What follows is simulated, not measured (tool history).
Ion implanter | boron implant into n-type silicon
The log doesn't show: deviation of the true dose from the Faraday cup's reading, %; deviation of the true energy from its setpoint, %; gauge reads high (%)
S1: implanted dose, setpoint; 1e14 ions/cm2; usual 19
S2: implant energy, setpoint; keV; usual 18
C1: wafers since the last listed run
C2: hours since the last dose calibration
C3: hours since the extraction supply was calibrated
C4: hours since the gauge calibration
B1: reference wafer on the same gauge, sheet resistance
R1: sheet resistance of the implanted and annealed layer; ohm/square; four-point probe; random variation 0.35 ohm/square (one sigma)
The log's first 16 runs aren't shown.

| run | hour | S1 | S2 | C1 | C2 | C3 | C4 | B1 | R1 |
|---|---|---|---|---|---|---|---|---|---|
| 17 | 949.9 | 16.33 | 14.5 | 744 | 738.1 | 4912 | 545.5 | 82.23 | 83.42 |
| 18 | 982.2 | 19 | 18 | 867 | 770.4 | 4944.3 | 577.8 | 82.23 | 70.87 |
| 19 | 1044.5 | 24.05 | 21.5 | 1673 | 832.7 | 5006.6 | 640.1 | 82.24 | 60.88 |
| 20 | 1088.2 | 16.58 | 21.5 | 1173 | 876.4 | 5050.3 | 683.8 | 82.11 | 74.44 |
| 21 | 1137.3 | 24.39 | 15 | 1318 | 925.5 | 5099.4 | 732.9 | 82.2 | 69.44 |
|  | 1166.8 | extraction supply calibrated |
| 22 | 1188 | 19 | 14 | 1146 | 976.2 | 21.2 | 783.6 | 82.21 | 77.95 |
| 23 | 1222 | 13.59 | 14 | 913 | 1010.2 | 55.2 | 817.6 | 82.16 | 93.01 |
| 24 | 1275.2 | 19 | 18 | 1429 | 1063.4 | 108.4 | 870.8 | 82.21 | 71.98 |
| 25 | 1414.7 | 20.63 | 18 | 3747 | 1202.9 | 247.9 | 1010.3 | 82.25 | 69.46 |
| 26 | 1475.1 | 13.62 | 15 | 1622 | 1263.3 | 308.3 | 1070.7 | 82.24 | 90.59 |
| 27 | 1526.2 | 19 | 18 | 1372 | 1314.4 | 359.4 | 1121.8 | 82.16 | 71.59 |
| 28 | 1552.2 | 14.81 | 12.5 | 698 | 1340.4 | 385.4 | 1147.8 | 82.13 | 91.13 |
| 29 | 1611.9 | 21.68 | 20.5 | 1603 | 1400.1 | 445.1 | 1207.5 | 82.17 | 64.99 |
| 30 | 1639.8 | 13.45 | 18 | 749 | 1428 | 473 | 1235.4 | 82.18 | 87.09 |
| 31 | 1677 | 19 | 18 | 999 | 1465.2 | 510.2 | 1272.6 | 82.17 | 72.39 |
| 32 | 1710.3 | 14.7 | 22.5 | 894 | 1498.5 | 543.5 | 1305.9 | 82.19 | 79.95 |
| 33 | 1737.7 | 19 | 18 | 736 | 1525.9 | 570.9 | 1333.3 | 82.18 | 71.75 |
| 34 | 1807.3 | 13.45 | 23.5 | 1869 | 1595.5 | 640.5 | 1402.9 | 82.23 | 85.7 |
| 35 | 1861.6 | 19 | 18 | 1458 | 1649.8 | 694.8 | 1457.2 | 82.22 | 71.78 |
|  | 1867.6 | gauge calibrated |
|  | 1884.8 | Faraday cup replaced and dose calibrated |
| 36 | 1933.3 | 19 | 18 | 1711 | 48.5 | 766.5 | 65.7 | 82.15 | 71.11 |
| 37 | 1984.9 | 22.5 | 22.5 | 1386 | 100.1 | 818.1 | 117.3 | 82.12 | 60.92 |

Forecast each of these 4 alternatives for the next run:
| A | 1985.3 | 19 | 18 | 10 | 100.5 | 818.5 | 117.7 | ? | ? |
| B | 1985.3 | 19 | 21.5 | 10 | 100.5 | 818.5 | 117.7 | ? | ? |
| C | 1985.3 | 16.8 | 21.5 | 10 | 100.5 | 818.5 | 117.7 | ? | ? |
| D | 1985.3 | 15.45 | 23 | 10 | 100.5 | 818.5 | 117.7 | ? | ? |

| run | B1 | R1 |
|---|---|---|
| A | 82.15 | 70.92 |
| B | 82.15 | 67.58 |
| C | 82.15 | 72.55 |
| D | 82.15 | 75.63 |
Without the tool's hidden state the same runs would have given:
| run | R1 |
|---|---|
| A | 70.28 |
| B | 66.89 |
| C | 71.72 |
| D | 74.68 |
